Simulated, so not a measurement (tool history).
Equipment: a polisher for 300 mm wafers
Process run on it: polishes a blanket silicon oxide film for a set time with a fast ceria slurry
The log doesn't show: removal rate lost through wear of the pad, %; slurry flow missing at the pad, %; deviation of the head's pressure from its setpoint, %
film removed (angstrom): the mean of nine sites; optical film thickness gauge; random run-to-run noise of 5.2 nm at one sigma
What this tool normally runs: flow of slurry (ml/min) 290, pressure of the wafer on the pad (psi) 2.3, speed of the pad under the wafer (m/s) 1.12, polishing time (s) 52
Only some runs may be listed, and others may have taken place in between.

run    hour  flow of slurry (ml/min)  pressure of the wafer on the pad (psi)  speed of the pad under the wafer (m/s)  polishing time (s)  wafers since the last listed run  wafers polished on this pad  hours since the slurry nozzle was cleaned  hours since the head pressure was calibrated  incoming thickness of the incoming film, nm  film removed (angstrom)
  1       0                      330                                     2.3                                    1.12                  52                                 0                         1258                                        263                                         239.9                                       2585.8                     6985
       43.5  -- worn pad replaced by a new one
  2    94.4                      290                                     2.3                                    1.12                  52                               512                          288                                      357.4                                         334.3                                       2614.5                     6849
  3   174.4                      290                                     2.3                                    1.12                  52                               453                          742                                      437.4                                         414.3                                       2641.5                     6685
      209.7  -- slurry nozzle cleaned
  4     266                      290                                     2.3                                    1.12                  52                               513                         1255                                       56.3                                         505.9                                       2582.9                     6876
      294.9  -- worn pad replaced by a new one
  5   309.7                      290                                     1.9                                    1.12                  52                               225                           84                                        100                                         549.6                                       2590.5                     5657
  6   345.8                      290                                     2.7                                    1.12                  52                               204                          288                                      136.1                                         585.7                                       2661.6                     7971
      435.9  -- head pressure recalibrated
  7   446.9                      290                                     2.7                                    1.12                  52                               561                          850                                      237.2                                            11                                       2549.4                     8555
  8   496.9                      290                                     2.3                                    1.12                  39                               283                         1134                                      287.2                                            61                                         2609                     5442
      557.3  -- worn pad replaced by a new one
  9   557.8                      290                                     2.3                                    1.12                  39                               322                            2                                      348.1                                         121.9                                       2597.2                     5279
 10   606.5                      290                                     2.3                                    1.12                  39                               276                          278                                      396.8                                         170.6                                       2601.2                     5207
 11   643.1                      205                                       2                                       1                  52                               207                          486                                      433.4                                         207.2                                       2609.5                     5186
        688  -- slurry nozzle cleaned
 12   732.6                      290                                     2.3                                     1.5                  37                               501                          987                                       44.6                                         296.7                                       2620.9                     6694
 13   814.8                      290                                       2                                    1.38                  37                               466                         1453                                      126.8                                         378.9                                       2600.5                     5350
      850.8  -- worn pad replaced by a new one
 14   855.5                      290                                     2.3                                    1.12                  52                               208                           26                                      167.5                                         419.6                                       2606.6                     6819
 15   921.5                      290                                     2.3                                    1.48                  52                               374                          400                                      233.5                                         485.6                                       2646.5                     9071
 16   971.3                      290                                       2                                    1.12                  52                               282                          683                                      283.3                                         535.4                                       2636.5                     5884
 17  1030.1                      290                                     2.3                                    1.12                  52                               333                         1016                                      342.1                                         594.2                                       2620.9                     6781
     1104.8  -- worn pad replaced by a new one
 18  1134.3                      290                                     2.3                                    1.12                  52                               568                          167                                      446.3                                         698.4                                       2593.7                     6752
     1173.4  -- head pressure recalibrated
 19  1183.3                      290                                     2.3                                    1.12                  52                               266                          433                                      495.3                                           9.9                                       2590.4                     7064
     1267.8  -- slurry nozzle cleaned
 20  1275.7                      385                                     2.3                                    1.12                  52                               518                          952                                        7.9                                         102.3                                       2580.8                     7348
     1334.2  -- worn pad replaced by a new one
 21  1334.7                      290                                     2.3                                    1.46                  52                               311                            2                                       66.9                                         161.3                                       2587.1                     9342

Each row is a separate what-if for the run after 21, all from the same tool condition, not one after another. Results?
  A  1335.1                      360                                     2.3                                    1.12                  52                                 2                            4                                       67.3                                         161.7                                       2573.8                        ?
  B  1335.1                      290                                     1.8                                    1.24                  52                                 2                            4                                       67.3                                         161.7                                       2573.8                        ?
  C  1335.1                      290                                     1.5                                    1.12                  38                                 2                            4                                       67.3                                         161.7                                       2573.8                        ?

run  film removed (angstrom)
  A                     7174
  B                     6125
  C                     3369
Had the tool no hidden state, the same runs would have come out as:
run  film removed (angstrom)
  A                     7440
  B                     6353
  C                     3494
